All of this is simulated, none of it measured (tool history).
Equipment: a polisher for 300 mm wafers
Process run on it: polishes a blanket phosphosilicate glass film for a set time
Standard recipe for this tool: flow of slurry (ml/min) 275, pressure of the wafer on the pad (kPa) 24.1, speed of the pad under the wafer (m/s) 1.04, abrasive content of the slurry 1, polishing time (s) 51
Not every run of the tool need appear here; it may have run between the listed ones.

| run | day | flow of slurry (ml/min) | pressure of the wafer on the pad (kPa) | speed of the pad under the wafer (m/s) | abrasive content of the slurry | polishing time (s) | incoming thickness of the incoming film, nm | film removed (angstrom) |
|---|---|---|---|---|---|---|---|---|
| 1 | 0 | 275 | 28.3 | 1.04 | 1 | 51 | 4590.6 | 6419 |
| 2 | 2.446 | 275 | 28.3 | 1.04 | 1 | 51 | 4710.3 | 6986 |
| 3 | 5.096 | 275 | 24.1 | 1.04 | 1 | 51 | 4589.2 | 5838 |
| 4 | 8.95 | 275 | 24.1 | 1.04 | 1 | 51 | 4597.9 | 5588 |
| 5 | 13.171 | 275 | 24.1 | 1.04 | 1 | 51 | 4626.1 | 5609 |
| 6 | 15.575 | 275 | 24.1 | 1.04 | 1 | 51 | 4690 | 5488 |
| 7 | 19.158 | 275 | 24.1 | 1.04 | 1 | 51 | 4602.6 | 5864 |
| 8 | 20.946 | 275 | 24.1 | 1.04 | 1 | 51 | 4613.1 | 5868 |
| 9 | 25.088 | 275 | 24.1 | 1.04 | 1 | 51 | 4690.8 | 5733 |
| 10 | 29.029 | 275 | 24.1 | 0.78 | 1 | 51 | 4632.5 | 4454 |
| 11 | 30.767 | 275 | 27.6 | 1.04 | 1 | 45 | 4555.7 | 5950 |
| 12 | 34.446 | 275 | 24.1 | 1.04 | 1 | 51 | 4636 | 5636 |
| 13 | 38.088 | 330 | 20.7 | 0.82 | 1 | 51 | 4608 | 4132 |
| 14 | 41.333 | 275 | 24.1 | 1.04 | 1 | 51 | 4603.3 | 5755 |
| 15 | 44.85 | 275 | 24.1 | 1.04 | 1 | 51 | 4648.8 | 5797 |
| 16 | 47.471 | 275 | 24.1 | 1.04 | 1 | 64 | 4615.4 | 7253 |
| 17 | 51.417 | 275 | 18.6 | 1.04 | 1 | 51 | 4585.7 | 4354 |
| 18 | 55.262 | 275 | 16.5 | 1.04 | 1 | 51 | 4602.6 | 3742 |
| 19 | 57.229 | 275 | 18.6 | 1.04 | 1 | 51 | 4552 | 4685 |
| 20 | 59.125 | 305 | 18.6 | 1.04 | 1.1 | 51 | 4589.4 | 4653 |
| 21 | 60.967 | 275 | 26.9 | 1.04 | 1 | 51 | 4625.1 | 6463 |
| 22 | 65.012 | 275 | 24.1 | 1.04 | 1.3 | 51 | 4677.4 | 6410 |
| 23 | 66.629 | 275 | 17.2 | 1.32 | 1 | 40 | 4712 | 3845 |

The log once held 19 entries between its listed runs, left out of this copy. Where does each go, and what is different about the tool's unlogged condition between the listed run before it and the listed run after it?
Runs 1 to 2: slurry blender recalibrated (day 1.475)
  abrasive missing from the slurry, %: 16.3 -> 2.25
  measured minus no-state result, film removed (angstrom): -493 -> -65
Runs 2 to 3: worn pad replaced by a new one (day 2.696)
  abrasive missing from the slurry, %: 2.25 -> 5.52
  measured minus no-state result, film removed (angstrom): -65 -> -136
Runs 3 to 4: conditioning disc replaced and pad reconditioned (day 7.971)
  abrasive missing from the slurry, %: 5.52 -> 10.3
  measured minus no-state result, film removed (angstrom): -136 -> -254
Runs 5 to 6: worn pad replaced by a new one (day 14.396)
  abrasive missing from the slurry, %: 15.5 -> 18.4
  measured minus no-state result, film removed (angstrom): -405 -> -487
Runs 6 to 7: slurry blender recalibrated (day 16.292); slurry nozzle cleaned (day 16.425)
  abrasive missing from the slurry, %: 18.4 -> 3.77
  measured minus no-state result, film removed (angstrom): -487 -> -92
Runs 8 to 9: head pressure recalibrated (day 22.025); conditioning disc replaced and pad reconditioned (day 23.458)
  abrasive missing from the slurry, %: 5.97 -> 11.1
  measured minus no-state result, film removed (angstrom): -149 -> -284
Runs 10 to 11: worn pad replaced by a new one (day 29.204); slurry blender recalibrated (day 30.092)
  abrasive missing from the slurry, %: 15.9 -> 1.16
  measured minus no-state result, film removed (angstrom): -333 -> -28
Runs 12 to 13: conditioning disc replaced and pad reconditioned (day 36.812)
  abrasive missing from the slurry, %: 5.69 -> 10.2
  measured minus no-state result, film removed (angstrom): -136 -> -186
Runs 14 to 15: slurry blender recalibrated (day 42.696); worn pad replaced by a new one (day 43.312)
  abrasive missing from the slurry, %: 14.2 -> 5.79
  measured minus no-state result, film removed (angstrom): -376 -> -142
Runs 16 to 17: slurry nozzle cleaned (day 49.646); conditioning disc replaced and pad reconditioned (day 50.454)
  abrasive missing from the slurry, %: 9.02 -> 13.9
  measured minus no-state result, film removed (angstrom): -286 -> -278
Runs 18 to 19: slurry blender recalibrated (day 56.625)
  abrasive missing from the slurry, %: 18.6 -> 1.47
  measured minus no-state result, film removed (angstrom): -336 -> -29
Runs 19 to 20: worn pad replaced by a new one (day 58.15)
  abrasive missing from the slurry, %: 1.47 -> 3.8
  measured minus no-state result, film removed (angstrom): -29 -> -71
Runs 21 to 22: head pressure recalibrated (day 63.746); conditioning disc replaced and pad reconditioned (day 64.129)
  abrasive missing from the slurry, %: 6.07 -> 11.1
  measured minus no-state result, film removed (angstrom): -167 -> -277
